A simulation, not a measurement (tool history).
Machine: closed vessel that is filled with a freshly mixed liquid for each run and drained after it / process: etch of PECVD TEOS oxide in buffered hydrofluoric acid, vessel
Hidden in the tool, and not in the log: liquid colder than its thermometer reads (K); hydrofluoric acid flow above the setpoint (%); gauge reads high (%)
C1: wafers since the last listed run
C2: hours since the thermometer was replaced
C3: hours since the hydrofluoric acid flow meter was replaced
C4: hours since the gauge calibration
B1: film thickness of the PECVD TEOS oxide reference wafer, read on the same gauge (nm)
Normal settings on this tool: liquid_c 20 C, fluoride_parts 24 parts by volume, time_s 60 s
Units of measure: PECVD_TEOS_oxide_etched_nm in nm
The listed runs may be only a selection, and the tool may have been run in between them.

run 1 hour=0 | liquid_c=21.5 fluoride_parts=24 time_s=60 | C1=0 C2=361.2 C3=1528.6 C4=117.4 | B1=60 | PECVD_TEOS_oxide_etched_nm=42.46
run 2 hour=19.4 | liquid_c=21.5 fluoride_parts=24 time_s=60 | C1=1652 C2=380.6 C3=1548 C4=136.8 | B1=59.99 | PECVD_TEOS_oxide_etched_nm=42.79
run 3 hour=53.6 | liquid_c=20 fluoride_parts=24 time_s=60 | C1=2913 C2=414.8 C3=1582.2 C4=171 | B1=60.01 | PECVD_TEOS_oxide_etched_nm=39.37
run 4 hour=73.2 | liquid_c=20 fluoride_parts=24 time_s=60 | C1=1669 C2=434.4 C3=1601.8 C4=190.6 | B1=59.97 | PECVD_TEOS_oxide_etched_nm=38.89
run 5 hour=91.9 | liquid_c=20 fluoride_parts=24 time_s=70 | C1=1593 C2=453.1 C3=1620.5 C4=209.3 | B1=59.98 | PECVD_TEOS_oxide_etched_nm=45.31
run 6 hour=126.7 | liquid_c=24 fluoride_parts=24 time_s=40 | C1=2964 C2=487.9 C3=1655.3 C4=244.1 | B1=60 | PECVD_TEOS_oxide_etched_nm=32.51
-- hour=131 hydrofluoric acid flow meter replaced
run 7 hour=141.8 | liquid_c=24 fluoride_parts=24 time_s=40 | C1=1201 C2=503 C3=10.8 C4=259.2 | B1=59.98 | PECVD_TEOS_oxide_etched_nm=32.27
run 8 hour=171.9 | liquid_c=22.5 fluoride_parts=19.5 time_s=70 | C1=2564 C2=533.1 C3=40.9 C4=289.3 | B1=60.02 | PECVD_TEOS_oxide_etched_nm=60.03
run 9 hour=198.4 | liquid_c=17 fluoride_parts=24 time_s=60 | C1=2257 C2=559.6 C3=67.4 C4=315.8 | B1=60.01 | PECVD_TEOS_oxide_etched_nm=32.41
-- hour=203.9 thermometer replaced
run 10 hour=228.8 | liquid_c=20 fluoride_parts=24 time_s=30 | C1=2504 C2=24.9 C3=97.8 C4=346.2 | B1=60 | PECVD_TEOS_oxide_etched_nm=20.31
-- hour=234.9 gauge calibrated
run 11 hour=255 | liquid_c=22.5 fluoride_parts=21.5 time_s=60 | C1=2232 C2=51.1 C3=124 C4=20.1 | B1=59.99 | PECVD_TEOS_oxide_etched_nm=49.68
run 12 hour=269.5 | liquid_c=17 fluoride_parts=30 time_s=70 | C1=1235 C2=65.6 C3=138.5 C4=34.6 | B1=59.98 | PECVD_TEOS_oxide_etched_nm=34
run 13 hour=296.9 | liquid_c=20 fluoride_parts=30 time_s=35 | C1=2334 C2=93 C3=165.9 C4=62 | B1=60.02 | PECVD_TEOS_oxide_etched_nm=20.11
run 14 hour=325.8 | liquid_c=20 fluoride_parts=24 time_s=60 | C1=2462 C2=121.9 C3=194.8 C4=90.9 | B1=60 | PECVD_TEOS_oxide_etched_nm=40.08

Results per run with the tool's hidden condition removed, run-to-run variation unchanged:
run=1 PECVD_TEOS_oxide_etched_nm=44.17
run=2 PECVD_TEOS_oxide_etched_nm=44.62
run=3 PECVD_TEOS_oxide_etched_nm=41.21
run=4 PECVD_TEOS_oxide_etched_nm=40.8
run=5 PECVD_TEOS_oxide_etched_nm=47.64
run=6 PECVD_TEOS_oxide_etched_nm=34.27
run=7 PECVD_TEOS_oxide_etched_nm=34.06
run=8 PECVD_TEOS_oxide_etched_nm=63.59
run=9 PECVD_TEOS_oxide_etched_nm=34.51
run=10 PECVD_TEOS_oxide_etched_nm=20.52
run=11 PECVD_TEOS_oxide_etched_nm=50.31
run=12 PECVD_TEOS_oxide_etched_nm=34.51
run=13 PECVD_TEOS_oxide_etched_nm=20.47
run=14 PECVD_TEOS_oxide_etched_nm=40.92

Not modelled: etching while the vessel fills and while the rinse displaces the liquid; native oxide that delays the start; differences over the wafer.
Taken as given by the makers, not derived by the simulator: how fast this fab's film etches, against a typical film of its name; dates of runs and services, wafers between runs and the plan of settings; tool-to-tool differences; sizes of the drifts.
